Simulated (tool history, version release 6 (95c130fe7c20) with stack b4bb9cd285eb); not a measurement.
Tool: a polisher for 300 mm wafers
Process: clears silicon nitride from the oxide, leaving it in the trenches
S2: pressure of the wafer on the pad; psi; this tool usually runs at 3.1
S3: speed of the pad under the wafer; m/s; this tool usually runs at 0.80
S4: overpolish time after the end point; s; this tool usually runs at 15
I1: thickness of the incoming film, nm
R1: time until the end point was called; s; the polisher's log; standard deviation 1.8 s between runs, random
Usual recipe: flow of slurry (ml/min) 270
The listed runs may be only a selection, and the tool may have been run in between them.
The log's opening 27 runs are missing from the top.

-- hour=366.0 worn pad replaced by a new one
run 28 hour=368.9 | flow_of_slurry_(ml/min)=270 S2=3.1 S3=0.80 S4=12 | I1=139.6 | R1=186.0
run 29 hour=379.6 | flow_of_slurry_(ml/min)=270 S2=3.1 S3=0.80 S4=15 | I1=137.5 | R1=181.9
run 30 hour=396.2 | flow_of_slurry_(ml/min)=195 S2=4.0 S3=0.90 S4=18 | I1=141.9 | R1=131.9
run 31 hour=408.0 | flow_of_slurry_(ml/min)=365 S2=3.1 S3=0.92 S4=15 | I1=140.0 | R1=157.4
run 32 hour=422.6 | flow_of_slurry_(ml/min)=270 S2=2.7 S3=0.52 S4=23 | I1=139.4 | R1=332.9
run 33 hour=466.9 | flow_of_slurry_(ml/min)=270 S2=3.1 S3=0.80 S4=15 | I1=139.2 | R1=187.1
run 34 hour=481.3 | flow_of_slurry_(ml/min)=345 S2=3.1 S3=0.72 S4=6 | I1=140.3 | R1=202.4
run 35 hour=493.9 | flow_of_slurry_(ml/min)=270 S2=2.4 S3=0.70 S4=15 | I1=140.5 | R1=274.7
run 36 hour=502.8 | flow_of_slurry_(ml/min)=300 S2=3.1 S3=0.56 S4=15 | I1=139.4 | R1=266.7

Forecast each of these 3 alternatives for the next run:
run A hour=503.3 | flow_of_slurry_(ml/min)=270 S2=3.1 S3=0.64 S4=15 | I1=141.2 | R1=?
run B hour=503.3 | flow_of_slurry_(ml/min)=235 S2=2.8 S3=0.80 S4=15 | I1=141.2 | R1=?
run C hour=503.3 | flow_of_slurry_(ml/min)=270 S2=3.1 S3=0.80 S4=13 | I1=141.2 | R1=?

run=A R1=236.5
run=B R1=211.5
run=C R1=189.2
With no hidden state in the tool, these same runs would have given:
run=A R1=231.2
run=B R1=206.8
run=C R1=185.0

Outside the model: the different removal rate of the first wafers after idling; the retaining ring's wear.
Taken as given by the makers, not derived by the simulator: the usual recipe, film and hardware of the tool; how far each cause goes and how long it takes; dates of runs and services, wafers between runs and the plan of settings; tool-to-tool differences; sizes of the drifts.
